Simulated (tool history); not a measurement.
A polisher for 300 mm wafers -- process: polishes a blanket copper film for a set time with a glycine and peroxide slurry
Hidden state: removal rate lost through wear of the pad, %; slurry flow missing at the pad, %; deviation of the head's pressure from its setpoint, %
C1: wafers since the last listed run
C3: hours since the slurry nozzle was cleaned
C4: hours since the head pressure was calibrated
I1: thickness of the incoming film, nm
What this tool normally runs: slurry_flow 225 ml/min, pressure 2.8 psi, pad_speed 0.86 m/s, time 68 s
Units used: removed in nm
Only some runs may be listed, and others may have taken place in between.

{"run": 1, "hour": 0.0, "slurry_flow": 245, "pressure": 2.8, "pad_speed": 0.86, "time": 68, "C1": 0, "wafers polished on this pad": 1076, "C3": 517.6, "C4": 621.4, "I1": 2384.6, "removed": 320.8}
{"hour": 10.4, "done": "worn pad replaced by a new one"}
{"run": 2, "hour": 15.4, "slurry_flow": 245, "pressure": 2.8, "pad_speed": 0.86, "time": 68, "C1": 130, "wafers polished on this pad": 56, "C3": 533, "C4": 636.8, "I1": 2429.1, "removed": 314.8}
{"run": 3, "hour": 29.2, "slurry_flow": 245, "pressure": 2.8, "pad_speed": 0.86, "time": 68, "C1": 158, "wafers polished on this pad": 215, "C3": 546.8, "C4": 650.6, "I1": 2363.3, "removed": 315.9}
{"run": 4, "hour": 41.1, "slurry_flow": 225, "pressure": 3.3, "pad_speed": 0.86, "time": 68, "C1": 136, "wafers polished on this pad": 351, "C3": 558.7, "C4": 662.5, "I1": 2346.4, "removed": 355.1}
{"run": 5, "hour": 55.3, "slurry_flow": 225, "pressure": 3.3, "pad_speed": 0.86, "time": 68, "C1": 163, "wafers polished on this pad": 514, "C3": 572.9, "C4": 676.7, "I1": 2391.5, "removed": 357}
{"run": 6, "hour": 71.7, "slurry_flow": 225, "pressure": 3.3, "pad_speed": 0.86, "time": 68, "C1": 188, "wafers polished on this pad": 703, "C3": 589.3, "C4": 693.1, "I1": 2381.9, "removed": 360.2}
{"run": 7, "hour": 88.4, "slurry_flow": 225, "pressure": 2.8, "pad_speed": 0.86, "time": 68, "C1": 191, "wafers polished on this pad": 894, "C3": 606, "C4": 709.8, "I1": 2391.2, "removed": 300.4}
{"hour": 98.0, "done": "worn pad replaced by a new one"}
{"run": 8, "hour": 101.6, "slurry_flow": 225, "pressure": 2.8, "pad_speed": 0.86, "time": 68, "C1": 105, "wafers polished on this pad": 41, "C3": 619.2, "C4": 723, "I1": 2380.2, "removed": 320.9}
{"run": 9, "hour": 114.9, "slurry_flow": 225, "pressure": 2.8, "pad_speed": 0.86, "time": 68, "C1": 152, "wafers polished on this pad": 194, "C3": 632.5, "C4": 736.3, "I1": 2399.5, "removed": 311.6}
{"run": 10, "hour": 125.0, "slurry_flow": 225, "pressure": 2.8, "pad_speed": 0.86, "time": 68, "C1": 115, "wafers polished on this pad": 310, "C3": 642.6, "C4": 746.4, "I1": 2380.4, "removed": 309.9}
{"run": 11, "hour": 133.0, "slurry_flow": 225, "pressure": 2.8, "pad_speed": 0.86, "time": 68, "C1": 91, "wafers polished on this pad": 401, "C3": 650.6, "C4": 754.4, "I1": 2361.3, "removed": 311}
{"run": 12, "hour": 145.9, "slurry_flow": 225, "pressure": 2.8, "pad_speed": 0.86, "time": 68, "C1": 148, "wafers polished on this pad": 549, "C3": 663.5, "C4": 767.3, "I1": 2386.4, "removed": 313.4}
{"run": 13, "hour": 158.8, "slurry_flow": 225, "pressure": 2.3, "pad_speed": 0.8, "time": 68, "C1": 148, "wafers polished on this pad": 698, "C3": 676.4, "C4": 780.2, "I1": 2387.2, "removed": 256.7}
{"run": 14, "hour": 171.2, "slurry_flow": 225, "pressure": 2.3, "pad_speed": 0.8, "time": 68, "C1": 142, "wafers polished on this pad": 840, "C3": 688.8, "C4": 792.6, "I1": 2374.6, "removed": 249.7}
{"run": 15, "hour": 181.8, "slurry_flow": 225, "pressure": 3.2, "pad_speed": 0.86, "time": 60, "C1": 121, "wafers polished on this pad": 962, "C3": 699.4, "C4": 803.2, "I1": 2394.7, "removed": 312.6}
{"run": 16, "hour": 189.8, "slurry_flow": 275, "pressure": 2.8, "pad_speed": 0.86, "time": 68, "C1": 91, "wafers polished on this pad": 1053, "C3": 707.4, "C4": 811.2, "I1": 2396.3, "removed": 315}
{"hour": 192.4, "done": "head pressure recalibrated"}
{"run": 17, "hour": 196.7, "slurry_flow": 225, "pressure": 2.8, "pad_speed": 0.86, "time": 68, "C1": 56, "wafers polished on this pad": 1110, "C3": 714.3, "C4": 4.3, "I1": 2395.7, "removed": 305.8}
{"run": 18, "hour": 205.0, "slurry_flow": 165, "pressure": 3.6, "pad_speed": 1.08, "time": 45, "C1": 95, "wafers polished on this pad": 1205, "C3": 722.6, "C4": 12.6, "I1": 2379.7, "removed": 275.7}
{"hour": 213.5, "done": "worn pad replaced by a new one"}
{"run": 19, "hour": 217.8, "slurry_flow": 225, "pressure": 2.2, "pad_speed": 0.86, "time": 60, "C1": 101, "wafers polished on this pad": 49, "C3": 735.4, "C4": 25.4, "I1": 2377.1, "removed": 220.8}
{"run": 20, "hour": 231.9, "slurry_flow": 225, "pressure": 2.8, "pad_speed": 0.86, "time": 68, "C1": 161, "wafers polished on this pad": 211, "C3": 749.5, "C4": 39.5, "I1": 2376.5, "removed": 313.7}
{"run": 21, "hour": 247.1, "slurry_flow": 225, "pressure": 3.2, "pad_speed": 0.86, "time": 77, "C1": 174, "wafers polished on this pad": 385, "C3": 764.7, "C4": 54.7, "I1": 2383.6, "removed": 386.4}
{"run": 22, "hour": 260.2, "slurry_flow": 225, "pressure": 2.8, "pad_speed": 0.86, "time": 68, "C1": 150, "wafers polished on this pad": 536, "C3": 777.8, "C4": 67.8, "I1": 2378.5, "removed": 316.2}
{"run": 23, "hour": 267.8, "slurry_flow": 225, "pressure": 2.8, "pad_speed": 1.06, "time": 68, "C1": 87, "wafers polished on this pad": 623, "C3": 785.4, "C4": 75.4, "I1": 2387.9, "removed": 371.4}
{"run": 24, "hour": 278.0, "slurry_flow": 225, "pressure": 2.8, "pad_speed": 0.78, "time": 68, "C1": 117, "wafers polished on this pad": 740, "C3": 795.6, "C4": 85.6, "I1": 2405.5, "removed": 286.2}
{"run": 25, "hour": 287.3, "slurry_flow": 225, "pressure": 2.8, "pad_speed": 0.86, "time": 68, "C1": 106, "wafers polished on this pad": 847, "C3": 804.9, "C4": 94.9, "I1": 2437.6, "removed": 307.6}
{"hour": 301.2, "done": "slurry nozzle cleaned"}
{"hour": 304.8, "done": "worn pad replaced by a new one"}
{"run": 26, "hour": 305.3, "slurry_flow": 225, "pressure": 2.1, "pad_speed": 0.68, "time": 59, "C1": 153, "wafers polished on this pad": 5, "C3": 4.1, "C4": 112.9, "I1": 2376, "removed": 194.1}
{"run": 27, "hour": 309.7, "slurry_flow": 225, "pressure": 3.3, "pad_speed": 0.86, "time": 68, "C1": 50, "wafers polished on this pad": 56, "C3": 8.5, "C4": 117.3, "I1": 2389.7, "removed": 382}
{"run": 28, "hour": 318.4, "slurry_flow": 225, "pressure": 2.8, "pad_speed": 0.86, "time": 68, "C1": 99, "wafers polished on this pad": 156, "C3": 17.2, "C4": 126, "I1": 2416.3, "removed": 344.4}
{"run": 29, "hour": 335.5, "slurry_flow": 285, "pressure": 3.3, "pad_speed": 0.98, "time": 54, "C1": 196, "wafers polished on this pad": 352, "C3": 34.3, "C4": 143.1, "I1": 2395.3, "removed": 346}
{"run": 30, "hour": 341.7, "slurry_flow": 185, "pressure": 3.5, "pad_speed": 1.12, "time": 54, "C1": 71, "wafers polished on this pad": 423, "C3": 40.5, "C4": 149.3, "I1": 2388.6, "removed": 383.8}
{"run": 31, "hour": 358.3, "slurry_flow": 225, "pressure": 2.5, "pad_speed": 0.86, "time": 76, "C1": 190, "wafers polished on this pad": 614, "C3": 57.1, "C4": 165.9, "I1": 2402.2, "removed": 336.2}
{"run": 32, "hour": 365.2, "slurry_flow": 300, "pressure": 2.8, "pad_speed": 0.86, "time": 76, "C1": 79, "wafers polished on this pad": 693, "C3": 64, "C4": 172.8, "I1": 2378.2, "removed": 387.1}
{"run": 33, "hour": 379.4, "slurry_flow": 225, "pressure": 2.5, "pad_speed": 0.86, "time": 57, "C1": 163, "wafers polished on this pad": 856, "C3": 78.2, "C4": 187, "I1": 2397.5, "removed": 250.8}
{"run": 34, "hour": 385.5, "slurry_flow": 225, "pressure": 2, "pad_speed": 1.04, "time": 68, "C1": 70, "wafers polished on this pad": 926, "C3": 84.3, "C4": 193.1, "I1": 2403.4, "removed": 296.7}
{"run": 35, "hour": 393.0, "slurry_flow": 225, "pressure": 2.4, "pad_speed": 1.04, "time": 68, "C1": 86, "wafers polished on this pad": 1012, "C3": 91.8, "C4": 200.6, "I1": 2428.3, "removed": 338.6}
{"hour": 401.1, "done": "worn pad replaced by a new one"}
{"run": 36, "hour": 410.0, "slurry_flow": 195, "pressure": 2.8, "pad_speed": 0.86, "time": 86, "C1": 149, "wafers polished on this pad": 102, "C3": 108.8, "C4": 217.6, "I1": 2345.9, "removed": 407.2}
{"run": 37, "hour": 420.8, "slurry_flow": 205, "pressure": 2.8, "pad_speed": 0.86, "time": 52, "C1": 123, "wafers polished on this pad": 226, "C3": 119.6, "C4": 228.4, "I1": 2425.8, "removed": 254.4}
{"run": 38, "hour": 434.1, "slurry_flow": 225, "pressure": 3.4, "pad_speed": 0.86, "time": 44, "C1": 152, "wafers polished on this pad": 378, "C3": 132.9, "C4": 241.7, "I1": 2342, "removed": 245.3}

Here are 3 independent what-if runs from the current tool condition. What would each one return?
{"run": "A", "hour": 434.6, "slurry_flow": 225, "pressure": 2.8, "pad_speed": 0.86, "time": 68, "C1": 5, "wafers polished on this pad": 384, "C3": 133.4, "C4": 242.2, "I1": 2399.4, "removed": "?"}
{"run": "B", "hour": 434.6, "slurry_flow": 285, "pressure": 2.8, "pad_speed": 0.86, "time": 89, "C1": 5, "wafers polished on this pad": 384, "C3": 133.4, "C4": 242.2, "I1": 2399.4, "removed": "?"}
{"run": "C", "hour": 434.6, "slurry_flow": 225, "pressure": 2.2, "pad_speed": 1.08, "time": 68, "C1": 5, "wafers polished on this pad": 384, "C3": 133.4, "C4": 242.2, "I1": 2399.4, "removed": "?"}

run=A removed=318.4
run=B removed=431.3
run=C removed=315
With the hidden condition removed and each run's random variation left untouched, the same runs would have given:
run=A removed=329.5
run=B removed=443
run=C removed=326

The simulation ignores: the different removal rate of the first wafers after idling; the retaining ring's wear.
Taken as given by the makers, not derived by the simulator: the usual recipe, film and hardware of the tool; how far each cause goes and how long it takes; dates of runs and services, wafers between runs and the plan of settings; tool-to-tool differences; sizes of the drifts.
